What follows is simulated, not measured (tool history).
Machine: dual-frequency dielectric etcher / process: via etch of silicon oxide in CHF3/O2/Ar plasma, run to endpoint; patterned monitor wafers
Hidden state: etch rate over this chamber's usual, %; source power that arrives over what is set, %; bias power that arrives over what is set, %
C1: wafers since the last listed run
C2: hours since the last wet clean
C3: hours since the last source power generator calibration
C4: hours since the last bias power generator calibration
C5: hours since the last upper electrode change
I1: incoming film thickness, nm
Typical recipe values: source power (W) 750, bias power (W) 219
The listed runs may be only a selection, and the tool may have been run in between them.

run 1 day=0 | source_power_(W)=750 bias_power_(W)=219 | C1=0 C2=292.4 C3=2268.4 C4=4811.9 C5=1809 | I1=434 | endpoint_time_(s)=193.5
run 2 day=0.533 | source_power_(W)=750 bias_power_(W)=219 | C1=66 C2=305.2 C3=2281.2 C4=4824.7 C5=1821.8 | I1=437.2 | endpoint_time_(s)=196.8
run 3 day=1.071 | source_power_(W)=750 bias_power_(W)=219 | C1=66 C2=318.1 C3=2294.1 C4=4837.6 C5=1834.7 | I1=435.3 | endpoint_time_(s)=195.7
run 4 day=1.433 | source_power_(W)=750 bias_power_(W)=219 | C1=45 C2=326.8 C3=2302.8 C4=4846.3 C5=1843.4 | I1=439.4 | endpoint_time_(s)=197.1
-- day=2.508 upper electrode replaced
run 5 day=2.529 | source_power_(W)=750 bias_power_(W)=219 | C1=11 C2=353.1 C3=2329.1 C4=4872.6 C5=0.5 | I1=433 | endpoint_time_(s)=193.9
run 6 day=2.546 | source_power_(W)=750 bias_power_(W)=219 | C1=2 C2=353.5 C3=2329.5 C4=4873 C5=0.9 | I1=436.7 | endpoint_time_(s)=195.4
run 7 day=3.246 | source_power_(W)=750 bias_power_(W)=219 | C1=87 C2=370.3 C3=2346.3 C4=4889.8 C5=17.7 | I1=430.1 | endpoint_time_(s)=195.5
-- day=5.054 source power generator calibrated
-- day=5.229 wet clean of the chamber
run 8 day=5.25 | source_power_(W)=830 bias_power_(W)=219 | C1=206 C2=0.5 C3=4.7 C4=4937.9 C5=65.8 | I1=432 | endpoint_time_(s)=180.4
run 9 day=5.458 | source_power_(W)=750 bias_power_(W)=219 | C1=25 C2=5.5 C3=9.7 C4=4942.9 C5=70.8 | I1=430.5 | endpoint_time_(s)=186
-- day=5.858 bias power generator calibrated
run 10 day=5.879 | source_power_(W)=650 bias_power_(W)=200 | C1=31 C2=15.6 C3=19.8 C4=0.5 C5=80.9 | I1=436.5 | endpoint_time_(s)=203.2
run 11 day=6.192 | source_power_(W)=650 bias_power_(W)=219 | C1=38 C2=23.1 C3=27.3 C4=8 C5=88.4 | I1=434.9 | endpoint_time_(s)=198.4

The next listed run, before its measurement:
run 12 day=6.667 | source_power_(W)=750 bias_power_(W)=219 | C1=59 C2=34.5 C3=38.7 C4=19.4 C5=99.8 | I1=432.1 | endpoint_time_(s)=?

endpoint time (s): 187.6
If the tool had no hidden condition, the same run with the same run-to-run variation would have returned endpoint time (s) 185.7.

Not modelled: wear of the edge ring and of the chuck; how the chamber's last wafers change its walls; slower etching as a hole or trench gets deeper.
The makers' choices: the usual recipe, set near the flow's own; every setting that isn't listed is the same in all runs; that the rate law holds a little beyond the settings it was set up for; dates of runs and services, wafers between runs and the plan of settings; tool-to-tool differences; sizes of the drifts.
